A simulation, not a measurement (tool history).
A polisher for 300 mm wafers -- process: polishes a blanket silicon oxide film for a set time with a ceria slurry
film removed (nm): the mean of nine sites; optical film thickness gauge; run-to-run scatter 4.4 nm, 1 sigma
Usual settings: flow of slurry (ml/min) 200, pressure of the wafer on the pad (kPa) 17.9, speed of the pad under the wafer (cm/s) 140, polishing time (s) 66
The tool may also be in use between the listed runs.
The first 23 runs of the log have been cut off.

run   hour  flow of slurry (ml/min)  pressure of the wafer on the pad (kPa)  speed of the pad under the wafer (cm/s)  polishing time (s)  wafers since the last listed run  wafers polished on this pad  hours since the slurry nozzle was cleaned  hours since the head pressure was calibrated  incoming thickness of the incoming film, nm  film removed (nm)
 24  353.8                      200                                    17.9                                      166                  66                               133                          142                                      112.5                                          28.3                                       1031.8              380.9
 25  369.8                      265                                    17.9                                      108                  66                               158                          301                                      128.5                                          44.3                                       1045.4              257.8
 26  387.2                      200                                    20.7                                      140                  66                               172                          473                                      145.9                                          61.7                                       1034.4                371
 27  401.3                      200                                    17.9                                      140                  66                               139                          613                                        160                                          75.8                                       1036.6              320.3
 28  412.7                      200                                    17.9                                      140                  66                               113                          726                                      171.4                                          87.2                                       1016.2              325.7
 29    461                      240                                    17.9                                      176                  66                               479                         1206                                      219.7                                         135.5                                       1026.3                409
     479.5  -- worn pad replaced by a new one
 30    480                      200                                    17.9                                      140                  79                               148                            5                                      238.7                                         154.5                                         1035              381.6
 31  494.3                      200                                    15.2                                      140                  66                               141                          146                                        253                                         168.8                                       1021.6              273.7
 32  503.5                      200                                    13.1                                      140                  54                                91                          238                                      262.2                                           178                                       1041.5              208.1
 33  521.3                      245                                    17.9                                      140                  66                               176                          414                                        280                                         195.8                                       1035.8              331.9
 34  530.3                      200                                    17.9                                      140                  83                                89                          504                                        289                                         204.8                                         1023              405.2
 35    537                      245                                    22.8                                      140                  75                                66                          570                                      295.7                                         211.5                                       1041.5              462.1
 36  546.1                      160                                    15.9                                      108                  50                                90                          660                                      304.8                                         220.6                                       1041.2              163.2
 37  556.3                      255                                    17.9                                      184                  87                               101                          761                                        315                                         230.8                                       1037.3              568.3

4 options for the next run, each taken on its own from the tool as it stands now. Forecast them:
  A  556.7                      200                                    17.9                                      102                  66                                 3                          765                                      315.4                                         231.2                                       1009.3                  ?
  B  556.7                      220                                    11.7                                      140                  66                                 3                          765                                      315.4                                         231.2                                       1009.3                  ?
  C  556.7                      200                                    12.4                                      110                  58                                 3                          765                                      315.4                                         231.2                                       1009.3                  ?
  D  556.7                      200                                    14.5                                      154                  78                                 3                          765                                      315.4                                         231.2                                       1009.3                  ?

run  film removed (nm)
  A              241.9
  B              232.3
  C              168.5
  D              350.7
Stripped of hidden state, with their random variation kept, the same runs would have yielded:
run  film removed (nm)
  A              242.7
  B                233
  C                169
  D              351.8

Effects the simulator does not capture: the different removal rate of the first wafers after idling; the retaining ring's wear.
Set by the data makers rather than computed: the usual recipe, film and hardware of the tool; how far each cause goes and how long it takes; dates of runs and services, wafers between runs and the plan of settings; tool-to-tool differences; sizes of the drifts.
